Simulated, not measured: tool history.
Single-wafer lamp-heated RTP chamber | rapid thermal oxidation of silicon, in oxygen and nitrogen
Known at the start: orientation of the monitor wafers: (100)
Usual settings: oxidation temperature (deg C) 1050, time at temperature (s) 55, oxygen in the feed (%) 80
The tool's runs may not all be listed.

run,hour,oxidation temperature (deg C),time at temperature (s),oxygen in the feed (%),"read-back reference wafer on the same gauge, thickness",oxide thickness on the monitor wafer (Å)
1,0.0,1050,55,68,8.847,70.22
2,12.6,1058,55,80,8.872,79.92
3,38.4,1058,55,80,8.853,79.27
4,52.5,1058,55,80,8.874,79.88
5,68.9,1057,55,80,8.875,78.63
6,80.0,1057,55,80,8.863,79.49
7,96.3,1050,55,80,8.858,76.21
8,128.3,1050,55,80,8.842,76.20
9,145.5,1028,55,80,8.872,64.88
10,149.8,1050,55,90,8.854,79.20
11,156.6,1050,55,90,8.851,79.33
12,210.3,1050,55,80,8.877,75.30
13,218.4,1050,55,80,8.863,74.99
14,234.1,1050,55,80,8.867,76.05
15,242.8,1050,55,80,8.875,75.19
16,249.6,1050,55,80,8.843,75.22
17,261.9,1050,55,80,8.868,76.25
18,279.0,1050,31,80,8.853,59.24
19,291.7,1050,55,80,8.868,75.51
20,308.0,1069,55,54,8.867,75.45
21,343.7,1076,68,54,8.867,84.84
22,352.9,1050,46,80,8.844,69.58
23,360.7,1050,67,80,8.852,82.49
24,376.0,1033,31,80,8.864,52.48
25,387.3,1050,55,80,8.860,75.76
26,393.8,1050,70,80,8.864,85.00
27,406.7,1038,75,98,8.868,85.40
28,421.8,1064,47,67,8.856,72.89
29,433.7,1079,55,80,8.863,92.46
30,441.4,1023,33,56,8.883,44.69
31,455.2,1033,55,80,8.873,67.03
32,462.1,1050,73,98,8.867,92.93

Not shown: 4 entries that the log had between the listed runs. Between which runs, and how does the tool's hidden state differ before and after?
Between runs 8 and 9: oxygen flow controller replaced (hour 145.0)
  true wafer temperature minus pyrometer reading, K: 2.79 -> 2.86
  measured less the result without the state, oxide thickness on the monitor wafer (Å): +1.44 -> +1.29
Between runs 11 and 12: pyrometer window cleaned and pyrometer calibrated (hour 168.0); gauge calibrated (hour 177.4)
  true wafer temperature minus pyrometer reading, K: 2.89 -> 1.48
  measured less the result without the state, oxide thickness on the monitor wafer (Å): +1.55 -> +0.76
Between runs 20 and 21: pyrometer window cleaned and pyrometer calibrated (hour 333.8)
  true wafer temperature minus pyrometer reading, K: 2.62 -> 0.936
  measured less the result without the state, oxide thickness on the monitor wafer (Å): +1.29 -> +0.52
